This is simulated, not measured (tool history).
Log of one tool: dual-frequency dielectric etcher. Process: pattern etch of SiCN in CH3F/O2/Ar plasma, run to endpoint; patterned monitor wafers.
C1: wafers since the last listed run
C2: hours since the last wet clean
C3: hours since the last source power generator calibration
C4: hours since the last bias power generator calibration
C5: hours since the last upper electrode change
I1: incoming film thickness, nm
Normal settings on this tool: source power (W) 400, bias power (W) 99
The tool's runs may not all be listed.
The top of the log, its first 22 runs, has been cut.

-- hour=503.8 wet clean of the chamber, repeated, since the last time left the tool worse
run 23 hour=504.4 | source_power_(W)=460 bias_power_(W)=84 | C1=38 C2=0.6 C3=119.3 C4=47.4 C5=125.2 | I1=8.93 | endpoint_time_(s)=21.6
run 24 hour=536.4 | source_power_(W)=460 bias_power_(W)=84 | C1=508 C2=32.6 C3=151.3 C4=79.4 C5=157.2 | I1=8.88 | endpoint_time_(s)=21.4
run 25 hour=568.5 | source_power_(W)=320 bias_power_(W)=90 | C1=509 C2=64.7 C3=183.4 C4=111.5 C5=189.3 | I1=8.90 | endpoint_time_(s)=25.5
run 26 hour=582.2 | source_power_(W)=400 bias_power_(W)=99 | C1=217 C2=78.4 C3=197.1 C4=125.2 C5=203.0 | I1=8.99 | endpoint_time_(s)=22.0
run 27 hour=609.7 | source_power_(W)=400 bias_power_(W)=114 | C1=436 C2=105.9 C3=224.6 C4=152.7 C5=230.5 | I1=8.93 | endpoint_time_(s)=21.1
run 28 hour=641.8 | source_power_(W)=340 bias_power_(W)=99 | C1=509 C2=138.0 C3=256.7 C4=184.8 C5=262.6 | I1=8.85 | endpoint_time_(s)=23.1
run 29 hour=658.1 | source_power_(W)=360 bias_power_(W)=93 | C1=258 C2=154.3 C3=273.0 C4=201.1 C5=278.9 | I1=8.88 | endpoint_time_(s)=23.3
run 30 hour=710.7 | source_power_(W)=460 bias_power_(W)=123 | C1=835 C2=206.9 C3=325.6 C4=253.7 C5=331.5 | I1=8.87 | endpoint_time_(s)=18.9
run 31 hour=797.8 | source_power_(W)=310 bias_power_(W)=89 | C1=1383 C2=294.0 C3=412.7 C4=340.8 C5=418.6 | I1=8.93 | endpoint_time_(s)=25.6
run 32 hour=811.2 | source_power_(W)=400 bias_power_(W)=99 | C1=212 C2=307.4 C3=426.1 C4=354.2 C5=432.0 | I1=8.90 | endpoint_time_(s)=21.6
run 33 hour=826.0 | source_power_(W)=400 bias_power_(W)=99 | C1=235 C2=322.2 C3=440.9 C4=369.0 C5=446.8 | I1=8.91 | endpoint_time_(s)=21.5
run 34 hour=842.9 | source_power_(W)=450 bias_power_(W)=74 | C1=268 C2=339.1 C3=457.8 C4=385.9 C5=463.7 | I1=8.94 | endpoint_time_(s)=21.9

5 options for the next run, each taken on its own from the tool as it stands now. Forecast them:
run A hour=843.3 | source_power_(W)=400 bias_power_(W)=111 | C1=6 C2=339.5 C3=458.2 C4=386.3 C5=464.1 | I1=8.84 | endpoint_time_(s)=?
run B hour=843.3 | source_power_(W)=360 bias_power_(W)=116 | C1=6 C2=339.5 C3=458.2 C4=386.3 C5=464.1 | I1=8.84 | endpoint_time_(s)=?
run C hour=843.3 | source_power_(W)=310 bias_power_(W)=107 | C1=6 C2=339.5 C3=458.2 C4=386.3 C5=464.1 | I1=8.84 | endpoint_time_(s)=?
run D hour=843.3 | source_power_(W)=340 bias_power_(W)=109 | C1=6 C2=339.5 C3=458.2 C4=386.3 C5=464.1 | I1=8.84 | endpoint_time_(s)=?
run E hour=843.3 | source_power_(W)=400 bias_power_(W)=110 | C1=6 C2=339.5 C3=458.2 C4=386.3 C5=464.1 | I1=8.84 | endpoint_time_(s)=?

run=A endpoint_time_(s)=20.6
run=B endpoint_time_(s)=21.4
run=C endpoint_time_(s)=23.7
run=D endpoint_time_(s)=22.4
run=E endpoint_time_(s)=20.7
What these runs would have given with no unlogged condition in the tool:
run=A endpoint_time_(s)=21.3
run=B endpoint_time_(s)=22.2
run=C endpoint_time_(s)=24.5
run=D endpoint_time_(s)=23.2
run=E endpoint_time_(s)=21.4
